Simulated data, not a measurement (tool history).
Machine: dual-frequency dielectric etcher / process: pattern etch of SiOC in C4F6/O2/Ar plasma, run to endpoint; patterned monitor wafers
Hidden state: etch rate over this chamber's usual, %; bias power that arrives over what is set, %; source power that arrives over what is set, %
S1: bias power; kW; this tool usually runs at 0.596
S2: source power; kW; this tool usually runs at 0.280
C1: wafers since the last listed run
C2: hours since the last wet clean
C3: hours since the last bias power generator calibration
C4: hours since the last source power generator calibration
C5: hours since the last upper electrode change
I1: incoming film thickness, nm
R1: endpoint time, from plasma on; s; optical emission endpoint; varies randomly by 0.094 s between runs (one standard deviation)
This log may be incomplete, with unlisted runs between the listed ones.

| run | hour | S1 | S2 | C1 | C2 | C3 | C4 | C5 | I1 | R1 |
|---|---|---|---|---|---|---|---|---|---|---|
| 1 | 0.0 | 0.596 | 0.280 | 0 | 390.8 | 3523.7 | 1613.7 | 3424.6 | 33.24 | 13.3 |
| 2 | 16.1 | 0.596 | 0.280 | 263 | 406.9 | 3539.8 | 1629.8 | 3440.7 | 33.40 | 13.4 |
| 3 | 24.4 | 0.596 | 0.280 | 136 | 415.2 | 3548.1 | 1638.1 | 3449.0 | 32.98 | 13.2 |
| 4 | 31.8 | 0.596 | 0.280 | 121 | 422.6 | 3555.5 | 1645.5 | 3456.4 | 33.24 | 13.4 |
| 5 | 39.5 | 0.642 | 0.310 | 126 | 430.3 | 3563.2 | 1653.2 | 3464.1 | 33.53 | 12.3 |
| 6 | 57.1 | 0.642 | 0.310 | 288 | 447.9 | 3580.8 | 1670.8 | 3481.7 | 33.26 | 12.2 |
| 7 | 67.6 | 0.668 | 0.320 | 172 | 458.4 | 3591.3 | 1681.3 | 3492.2 | 33.49 | 12.0 |
|  | 95.5 | wet clean of the chamber |
| 8 | 96.0 | 0.668 | 0.320 | 72 | 0.5 | 3619.7 | 1709.7 | 3520.6 | 33.32 | 11.1 |
| 9 | 96.4 | 0.596 | 0.280 | 6 | 0.9 | 3620.1 | 1710.1 | 3521.0 | 33.22 | 12.5 |
| 10 | 98.1 | 0.596 | 0.280 | 27 | 2.6 | 3621.8 | 1711.8 | 3522.7 | 33.31 | 12.5 |
| 11 | 105.6 | 0.596 | 0.260 | 122 | 10.1 | 3629.3 | 1719.3 | 3530.2 | 33.67 | 13.0 |
| 12 | 122.7 | 0.459 | 0.280 | 280 | 27.2 | 3646.4 | 1736.4 | 3547.3 | 33.19 | 15.0 |
| 13 | 134.4 | 0.718 | 0.310 | 191 | 38.9 | 3658.1 | 1748.1 | 3559.0 | 33.07 | 10.6 |
| 14 | 162.1 | 0.643 | 0.260 | 454 | 66.6 | 3685.8 | 1775.8 | 3586.7 | 32.95 | 12.4 |
| 15 | 175.4 | 0.596 | 0.280 | 218 | 79.9 | 3699.1 | 1789.1 | 3600.0 | 33.40 | 12.7 |
| 16 | 183.5 | 0.596 | 0.280 | 132 | 88.0 | 3707.2 | 1797.2 | 3608.1 | 33.39 | 12.7 |
|  | 213.7 | upper electrode replaced |
|  | 215.7 | bias power generator calibrated |
| 17 | 224.2 | 0.596 | 0.280 | 239 | 128.7 | 8.5 | 1837.9 | 10.5 | 33.17 | 12.5 |
|  | 240.3 | source power generator calibrated |
| 18 | 240.8 | 0.743 | 0.320 | 206 | 145.3 | 25.1 | 0.5 | 27.1 | 33.13 | 10.5 |
| 19 | 249.7 | 0.490 | 0.230 | 145 | 154.2 | 34.0 | 9.4 | 36.0 | 33.27 | 15.6 |
| 20 | 262.2 | 0.596 | 0.280 | 204 | 166.7 | 46.5 | 21.9 | 48.5 | 33.36 | 13.0 |
| 21 | 278.3 | 0.596 | 0.220 | 263 | 182.8 | 62.6 | 38.0 | 64.6 | 33.38 | 14.3 |
| 22 | 296.7 | 0.470 | 0.210 | 301 | 201.2 | 81.0 | 56.4 | 83.0 | 33.29 | 16.8 |
| 23 | 311.5 | 0.469 | 0.280 | 242 | 216.0 | 95.8 | 71.2 | 97.8 | 32.97 | 14.8 |

Hidden condition of the tool, last listed run before each entry between runs versus first listed run after:
In the gap between runs 7 and 8: wet clean of the chamber (hour 95.5)
  etch rate over this chamber's usual, %: -6.04 -> 1.01
  measured value less the no-hidden-state value, R1: +0.7 -> -0.1 s
In the gap between runs 16 and 17: upper electrode replaced (hour 213.7); bias power generator calibrated (hour 215.7)
  etch rate over this chamber's usual, %: -0.0716 -> -0.575
  measured value less the no-hidden-state value, R1: +0.0 -> +0.0 s
In the gap between runs 17 and 18: source power generator calibrated (hour 240.3)
  etch rate over this chamber's usual, %: -0.575 -> -0.78
  measured value less the no-hidden-state value, R1: +0.0 -> +0.1 s
